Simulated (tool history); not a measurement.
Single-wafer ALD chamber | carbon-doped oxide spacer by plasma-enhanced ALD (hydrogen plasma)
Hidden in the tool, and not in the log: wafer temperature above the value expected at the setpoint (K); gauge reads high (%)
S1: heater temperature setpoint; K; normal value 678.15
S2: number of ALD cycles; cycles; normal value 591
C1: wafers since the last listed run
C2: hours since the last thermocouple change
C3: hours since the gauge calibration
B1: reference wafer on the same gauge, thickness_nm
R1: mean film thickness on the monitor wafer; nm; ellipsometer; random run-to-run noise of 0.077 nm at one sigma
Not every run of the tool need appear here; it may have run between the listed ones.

| run | day | S1 | S2 | C1 | C2 | C3 | B1 | R1 |
|---|---|---|---|---|---|---|---|---|
| 1 | 0.000 | 678.15 | 560 | 0 | 1803.2 | 203.7 | 35.599 | 29.032 |
| 2 | 0.283 | 678.15 | 560 | 3 | 1810.0 | 210.5 | 35.586 | 28.990 |
| 3 | 0.588 | 678.15 | 560 | 3 | 1817.3 | 217.8 | 35.618 | 29.042 |
| 4 | 0.850 | 686.15 | 591 | 3 | 1823.6 | 224.1 | 35.571 | 29.890 |
| 5 | 1.154 | 678.15 | 591 | 3 | 1830.9 | 231.4 | 35.596 | 30.548 |
| 6 | 1.742 | 678.15 | 591 | 7 | 1845.0 | 245.5 | 35.597 | 30.694 |
| 7 | 2.175 | 678.15 | 591 | 5 | 1855.4 | 255.9 | 35.631 | 30.644 |
| 8 | 2.433 | 688.15 | 591 | 3 | 1861.6 | 262.1 | 35.554 | 29.828 |
| 9 | 2.871 | 688.15 | 591 | 5 | 1872.1 | 272.6 | 35.599 | 29.755 |
| 10 | 3.483 | 688.15 | 591 | 7 | 1886.8 | 287.3 | 35.604 | 29.874 |
| 11 | 5.225 | 683.15 | 591 | 21 | 1928.6 | 329.1 | 35.569 | 30.160 |
| 12 | 5.608 | 678.15 | 591 | 4 | 1937.8 | 338.3 | 35.609 | 30.726 |
| 13 | 6.229 | 678.15 | 591 | 7 | 1952.7 | 353.2 | 35.566 | 30.631 |
| 14 | 6.646 | 678.15 | 591 | 5 | 1962.7 | 363.2 | 35.603 | 30.675 |
| 15 | 7.308 | 678.15 | 591 | 8 | 1978.6 | 379.1 | 35.593 | 30.602 |
| 16 | 8.017 | 673.15 | 516 | 8 | 1995.6 | 396.1 | 35.599 | 27.120 |
| 17 | 8.379 | 673.15 | 516 | 4 | 2004.3 | 404.8 | 35.576 | 27.020 |
| 18 | 8.658 | 675.15 | 591 | 3 | 2011.0 | 411.5 | 35.598 | 30.941 |
| 19 | 9.204 | 675.15 | 591 | 6 | 2024.1 | 424.6 | 35.574 | 30.889 |
| 20 | 9.721 | 675.15 | 591 | 6 | 2036.5 | 437.0 | 35.615 | 30.935 |
| 21 | 10.450 | 674.15 | 591 | 9 | 2054.0 | 454.5 | 35.615 | 30.813 |
| 22 | 11.417 | 678.15 | 591 | 12 | 2077.2 | 477.7 | 35.625 | 30.479 |
| 23 | 11.867 | 678.15 | 591 | 5 | 2088.0 | 488.5 | 35.604 | 30.574 |
|  | 12.488 | thermocouple changed; heater temperature recalibrated |
| 24 | 12.508 | 673.15 | 518 | 3 | 0.5 | 503.9 | 35.600 | 27.098 |
| 25 | 13.100 | 678.15 | 536 | 7 | 14.7 | 518.1 | 35.587 | 27.674 |
| 26 | 13.504 | 675.15 | 591 | 5 | 24.4 | 527.8 | 35.575 | 30.895 |
| 27 | 13.958 | 668.15 | 508 | 5 | 35.3 | 538.7 | 35.593 | 26.739 |
| 28 | 14.288 | 678.15 | 591 | 4 | 43.2 | 546.6 | 35.593 | 30.684 |
|  | 14.692 | gauge calibrated |
| 29 | 14.867 | 674.15 | 540 | 7 | 57.1 | 4.2 | 35.619 | 28.215 |
| 30 | 15.133 | 668.15 | 672 | 3 | 63.5 | 10.6 | 35.578 | 35.337 |
| 31 | 16.158 | 670.15 | 529 | 12 | 88.1 | 35.2 | 35.598 | 27.852 |
| 32 | 16.604 | 678.15 | 591 | 5 | 98.8 | 45.9 | 35.629 | 30.569 |

The next listed run, before its measurement:
| 33 | 17.054 | 671.15 | 511 | 5 | 109.6 | 56.7 | ? | ? |

B1: 35.586
R1: 26.842 nm
Had the tool carried no hidden state, the very same run would have given R1 26.842 nm.
